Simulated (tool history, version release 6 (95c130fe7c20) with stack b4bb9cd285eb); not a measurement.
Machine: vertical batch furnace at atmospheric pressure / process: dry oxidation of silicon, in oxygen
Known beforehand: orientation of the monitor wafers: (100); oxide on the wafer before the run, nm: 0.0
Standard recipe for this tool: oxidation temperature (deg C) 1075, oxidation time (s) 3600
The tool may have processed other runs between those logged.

run	hour	oxidation temperature (deg C)	oxidation time (s)	wafers since the last listed run	hours since the last temperature calibration	hours since the boat lift was adjusted	hours since the gauge calibration	read-back reference wafer on the same gauge, thickness	oxide thickness on the monitor wafer (angstrom)
1	0.0	1075	3600	0	2701.1	2797.0	161.1	75.39	851.0
2	48.4	1057	3600	945	2749.5	2845.4	209.5	75.37	743.0
3	83.8	1057	3600	691	2784.9	2880.8	244.9	75.36	741.5
4	124.4	1057	3600	793	2825.5	2921.4	285.5	75.42	745.7
5	184.1	1075	3600	1166	2885.2	2981.1	345.2	75.41	854.5
6	253.8	1075	3600	1361	2954.9	3050.8	414.9	75.42	851.5
7	288.3	1075	2700	673	2989.4	3085.3	449.4	75.37	713.7
8	317.3	1075	2700	566	3018.4	3114.3	478.4	75.36	713.6
9	343.7	1075	3600	515	3044.8	3140.7	504.8	75.38	851.9
10	369.4	1075	3600	501	3070.5	3166.4	530.5	75.44	853.8
# hour 397.2: thermocouples replaced and temperature profile calibrated
11	424.5	1075	3600	607	27.3	3221.5	585.6	75.48	866.2
# hour 501.4: boat lift adjusted
12	501.9	1075	3600	1043	104.7	0.5	663.0	75.31	874.0
13	542.4	1075	3600	791	145.2	41.0	703.5	75.48	873.2
# hour 603.9: thermocouples replaced and temperature profile calibrated, repeated, since the last time left the tool worse
14	604.4	1057	3600	742	0.5	103.0	765.5	75.41	722.7
15	655.6	1084	4800	1000	51.7	154.2	816.7	75.39	1069.9
# hour 702.3: gauge calibrated
16	712.7	1075	3600	1115	108.8	211.3	10.4	75.46	836.1
17	745.1	1067	3600	632	141.2	243.7	42.8	75.39	784.7
18	777.0	1066	3600	623	173.1	275.6	74.7	75.39	779.5
19	816.0	1075	3600	761	212.1	314.6	113.7	75.51	833.7
20	875.7	1092	1890	1166	271.8	374.3	173.4	75.45	637.8
21	913.9	1060	4680	746	310.0	412.5	211.6	75.45	878.3
22	980.6	1099	4350	1302	376.7	479.2	278.3	75.41	1121.8
23	1025.1	1081	3600	869	421.2	523.7	322.8	75.33	878.2
24	1076.5	1051	4440	1003	472.6	575.1	374.2	75.41	790.9
25	1118.9	1069	1950	828	515.0	617.5	416.6	75.39	547.1
26	1183.2	1094	4770	1255	579.3	681.8	480.9	75.45	1153.0

A few steps of oxide thickness on the monitor wafer (angstrom) between consecutive runs. Split each: what settings, incoming material and random variation would produce without the hidden state, and what is left over for the hidden state, along with gauge scatter present in only one of the two compared results (measured, and without hidden state):
The hidden state here: true tube temperature minus thermocouple reading, K; monitor wafer colder than the profiled boat position, K; gauge reads high (%).
Run 10 -> 11: thermocouples replaced and temperature profile calibrated. oxide thickness on the monitor wafer (angstrom) +12.4: hidden state +17.2, all else -4.8.
Run 13 -> 14: oxidation temperature (deg C) 1075 -> 1057, thermocouples replaced and temperature profile calibrated, repeated, since the last time left the tool worse. oxide thickness on the monitor wafer (angstrom) -150.5: hidden state -40.5, all else -110.0.
Run 14 -> 15: oxidation temperature (deg C) 1057 -> 1084, oxidation time (s) 3600 -> 4800. oxide thickness on the monitor wafer (angstrom) +347.2: hidden state +1.4, all else +345.8.
Run 25 -> 26: oxidation temperature (deg C) 1069 -> 1094, oxidation time (s) 1950 -> 4770. oxide thickness on the monitor wafer (angstrom) +605.9: hidden state +5.6, all else +600.3.

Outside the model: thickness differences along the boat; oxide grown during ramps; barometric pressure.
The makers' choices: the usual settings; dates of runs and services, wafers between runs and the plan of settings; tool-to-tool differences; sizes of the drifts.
